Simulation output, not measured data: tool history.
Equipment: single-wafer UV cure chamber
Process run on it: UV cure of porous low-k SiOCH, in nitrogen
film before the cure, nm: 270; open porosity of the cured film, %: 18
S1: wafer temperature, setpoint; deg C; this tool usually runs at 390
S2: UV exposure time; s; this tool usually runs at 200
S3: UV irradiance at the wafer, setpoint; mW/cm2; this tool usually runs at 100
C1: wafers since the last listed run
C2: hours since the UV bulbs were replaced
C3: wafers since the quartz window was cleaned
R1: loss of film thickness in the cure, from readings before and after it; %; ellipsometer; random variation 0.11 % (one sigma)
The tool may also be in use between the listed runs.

run,hour,S1,S2,S3,C1,C2,C3,R1
1,0.0,390,200,100,0,1119.2,632,9.944
2,59.9,390,200,100,358,1179.1,991,9.967
3,128.3,390,200,118,409,1247.5,1400,10.264
4,326.8,390,200,118,1189,1446.0,2590,10.492
5,366.5,390,165,100,237,1485.7,2828,8.760
6,423.1,390,165,100,339,1542.3,3167,8.829
7,468.1,390,165,100,269,1587.3,3437,8.970
8,502.0,390,290,100,203,1621.2,3640,11.088
# hour 573.9: UV bulbs replaced
# hour 638.9: quartz window cleaned
9,717.6,390,290,100,1196,143.7,471,10.528
10,762.2,390,200,118,267,188.3,738,9.668
11,789.5,403,95,85,163,215.6,902,5.806
# hour 936.8: quartz window cleaned, repeated, since the last time left the tool worse
12,937.3,379,250,78,837,363.4,3,9.745
13,994.2,397,265,127,340,420.3,344,12.348
14,1102.1,373,200,83,646,528.2,990,8.727
15,1143.6,390,200,100,248,569.7,1239,9.633
16,1169.3,390,145,68,153,595.4,1393,6.847
17,1211.9,390,315,100,255,638.0,1648,11.591
18,1273.6,382,200,100,369,699.7,2018,9.360
19,1341.8,405,200,100,408,767.9,2426,9.903

Exercise: give the hidden state of the tool at every run:
lamp output below its setpoint, %: 0 in every run
H1: transmission lost against a clean window, %
run,H1
1,2.53
2,3.57
3,4.75
4,8.2
5,8.89
6,9.87
7,10.6
8,11.2
9,22.2
10,23
11,23.5
12,2.8
13,3.79
14,5.66
15,6.38
16,6.83
17,7.56
18,8.63
19,9.82
